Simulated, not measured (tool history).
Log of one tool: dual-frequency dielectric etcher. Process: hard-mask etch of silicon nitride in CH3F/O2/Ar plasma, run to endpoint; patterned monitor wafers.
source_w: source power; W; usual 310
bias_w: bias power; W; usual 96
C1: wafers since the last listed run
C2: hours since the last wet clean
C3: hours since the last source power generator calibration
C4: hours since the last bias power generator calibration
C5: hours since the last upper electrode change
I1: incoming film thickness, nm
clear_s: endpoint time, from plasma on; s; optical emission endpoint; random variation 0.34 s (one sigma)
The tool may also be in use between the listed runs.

Run 1, day 0.000: usual settings but bias_w 85 W; C1 0; C2 356.6; C3 2448.5; C4 1334.8; C5 5203.7; I1 37.20. Result: clear_s 57.5 s.
Run 2, day 2.746: usual settings but source_w 280 W; C1 554; C2 422.5; C3 2514.4; C4 1400.7; C5 5269.6; I1 36.89. Result: clear_s 55.9 s.
At day 4.396: wet clean of the chamber.
Run 3, day 4.704: usual settings but source_w 280 W; C1 193; C2 7.4; C3 2561.4; C4 1447.7; C5 5316.6; I1 37.28. Result: clear_s 55.6 s.
Run 4, day 9.896: usual settings but source_w 280 W; C1 1047; C2 132.0; C3 2686.0; C4 1572.3; C5 5441.2; I1 36.74. Result: clear_s 54.8 s.
Run 5, day 12.367: usual settings but source_w 330 W; C1 498; C2 191.3; C3 2745.3; C4 1631.6; C5 5500.5; I1 36.94. Result: clear_s 54.1 s.
Run 6, day 15.333: usual settings; C1 598; C2 262.5; C3 2816.5; C4 1702.8; C5 5571.7; I1 37.28. Result: clear_s 54.4 s.
At day 16.508: bias power generator calibrated.
Run 7, day 16.846: usual settings; C1 271; C2 298.8; C3 2852.8; C4 8.1; C5 5608.0; I1 36.83. Result: clear_s 53.6 s.
Run 8, day 18.012: usual settings; C1 235; C2 326.8; C3 2880.8; C4 36.1; C5 5636.0; I1 36.63. Result: clear_s 52.8 s.
Run 9, day 20.950: usual settings but source_w 360 W; C1 592; C2 397.3; C3 2951.3; C4 106.6; C5 5706.5; I1 37.12. Result: clear_s 51.7 s.
At day 22.196: source power generator calibrated.
Run 10, day 22.392: usual settings but source_w 360 W; C1 257; C2 431.9; C3 4.7; C4 141.2; C5 5741.1; I1 36.87. Result: clear_s 51.6 s.
At day 24.254: wet clean of the chamber.
Run 11, day 24.992: usual settings but source_w 250 W; C1 322; C2 17.7; C3 67.1; C4 203.6; C5 5803.5; I1 36.57. Result: clear_s 54.7 s.
At day 28.483: upper electrode replaced.
Run 12, day 30.708: usual settings but source_w 250 W; C1 951; C2 154.9; C3 204.3; C4 340.8; C5 53.4; I1 36.51. Result: clear_s 55.1 s.
Run 13, day 33.617: usual settings but source_w 240 W, bias_w 110 W; C1 586; C2 224.7; C3 274.1; C4 410.6; C5 123.2; I1 36.62. Result: clear_s 52.3 s.
Run 14, day 34.733: usual settings but source_w 280 W, bias_w 107 W; C1 225; C2 251.5; C3 300.9; C4 437.4; C5 150.0; I1 36.76. Result: clear_s 51.9 s.
Run 15, day 36.971: usual settings but source_w 380 W, bias_w 114 W; C1 451; C2 305.2; C3 354.6; C4 491.1; C5 203.7; I1 36.98. Result: clear_s 47.8 s.
Run 16, day 39.075: usual settings but source_w 260 W, bias_w 112 W; C1 424; C2 355.7; C3 405.1; C4 541.6; C5 254.2; I1 36.79. Result: clear_s 52.2 s.
Run 17, day 41.238: usual settings but source_w 380 W, bias_w 105 W; C1 436; C2 407.6; C3 457.0; C4 593.5; C5 306.1; I1 37.04. Result: clear_s 49.9 s.
Run 18, day 49.208: usual settings but source_w 380 W, bias_w 111 W; C1 1608; C2 598.9; C3 648.3; C4 784.8; C5 497.4; I1 37.01. Result: clear_s 48.8 s.
At day 50.229: wet clean of the chamber.
Run 19, day 50.783: usual settings but bias_w 114 W; C1 116; C2 13.3; C3 686.1; C4 822.6; C5 535.2; I1 37.18. Result: clear_s 51.1 s.
Run 20, day 53.054: usual settings but source_w 340 W, bias_w 74 W; C1 458; C2 67.8; C3 740.6; C4 877.1; C5 589.7; I1 37.32. Result: clear_s 59.6 s.
Run 21, day 55.696: usual settings but source_w 270 W, bias_w 111 W; C1 533; C2 131.2; C3 804.0; C4 940.5; C5 653.1; I1 37.03. Result: clear_s 52.0 s.
Run 22, day 57.908: usual settings but source_w 370 W, bias_w 113 W; C1 446; C2 184.3; C3 857.1; C4 993.6; C5 706.2; I1 36.66. Result: clear_s 48.6 s.
Run 23, day 60.767: usual settings but source_w 230 W; C1 576; C2 252.9; C3 925.7; C4 1062.2; C5 774.8; I1 36.88. Result: clear_s 57.4 s.
Run 24, day 63.562: usual settings but source_w 240 W, bias_w 117 W; C1 564; C2 320.0; C3 992.8; C4 1129.3; C5 841.9; I1 37.13. Result: clear_s 52.4 s.
Run 25, day 65.592: usual settings but source_w 250 W; C1 409; C2 368.7; C3 1041.5; C4 1178.0; C5 890.6; I1 37.03. Result: clear_s 56.4 s.
Run 26, day 66.700: usual settings but source_w 280 W, bias_w 109 W; C1 223; C2 395.3; C3 1068.1; C4 1204.6; C5 917.2; I1 36.71. Result: clear_s 52.4 s.
Run 27, day 69.396: usual settings; C1 543; C2 460.0; C3 1132.8; C4 1269.3; C5 981.9; I1 36.86. Result: clear_s 54.3 s.
Run 28, day 70.542: usual settings but source_w 230 W, bias_w 111 W; C1 231; C2 487.5; C3 1160.3; C4 1296.8; C5 1009.4; I1 37.15. Result: clear_s 54.2 s.
At day 72.658: wet clean of the chamber.
Run 29, day 72.679: usual settings; C1 229; C2 0.5; C3 1211.6; C4 1348.1; C5 1060.7; I1 36.89. Result: clear_s 54.3 s.
Run 30, day 73.262: usual settings; C1 117; C2 14.5; C3 1225.6; C4 1362.1; C5 1074.7; I1 36.66. Result: clear_s 53.5 s.
Run 31, day 74.904: usual settings but source_w 340 W, bias_w 110 W; C1 331; C2 53.9; C3 1265.0; C4 1401.5; C5 1114.1; I1 36.94. Result: clear_s 50.3 s.
Run 32, day 77.242: usual settings but bias_w 119 W; C1 471; C2 110.0; C3 1321.1; C4 1457.6; C5 1170.2; I1 37.06. Result: clear_s 49.0 s.
At day 78.517: bias power generator calibrated.
Run 33, day 79.596: usual settings but source_w 240 W, bias_w 114 W; C1 441; C2 166.5; C3 1377.6; C4 25.9; C5 1226.7; I1 36.63. Result: clear_s 51.1 s.
Run 34, day 80.888: usual settings but source_w 380 W, bias_w 81 W; C1 260; C2 197.5; C3 1408.6; C4 56.9; C5 1257.7; I1 36.95. Result: clear_s 55.3 s.
Run 35, day 83.821: usual settings; C1 591; C2 267.9; C3 1479.0; C4 127.3; C5 1328.1; I1 37.15. Result: clear_s 53.9 s.

4 ways to go on from here, each from the tool as it stands after run 35. What would each give?
Run A, day 83.838: usual settings but bias_w 82 W; C1 3; C2 268.3; C3 1479.4; C4 127.7; C5 1328.5; I1 36.74. Result: clear_s ?.
Run B, day 83.838: usual settings but source_w 270 W; C1 3; C2 268.3; C3 1479.4; C4 127.7; C5 1328.5; I1 36.74. Result: clear_s ?.
Run C, day 83.838: usual settings but source_w 370 W, bias_w 77 W; C1 3; C2 268.3; C3 1479.4; C4 127.7; C5 1328.5; I1 36.74. Result: clear_s ?.
Run D, day 83.838: usual settings but bias_w 79 W; C1 3; C2 268.3; C3 1479.4; C4 127.7; C5 1328.5; I1 36.74. Result: clear_s ?.

run  clear_s
  A     56.7
  B     54.5
  C     56.2
  D     57.6
Without the tool's hidden state the same runs would have given:
run  clear_s
  A     56.4
  B     54.2
  C     55.8
  D     57.2

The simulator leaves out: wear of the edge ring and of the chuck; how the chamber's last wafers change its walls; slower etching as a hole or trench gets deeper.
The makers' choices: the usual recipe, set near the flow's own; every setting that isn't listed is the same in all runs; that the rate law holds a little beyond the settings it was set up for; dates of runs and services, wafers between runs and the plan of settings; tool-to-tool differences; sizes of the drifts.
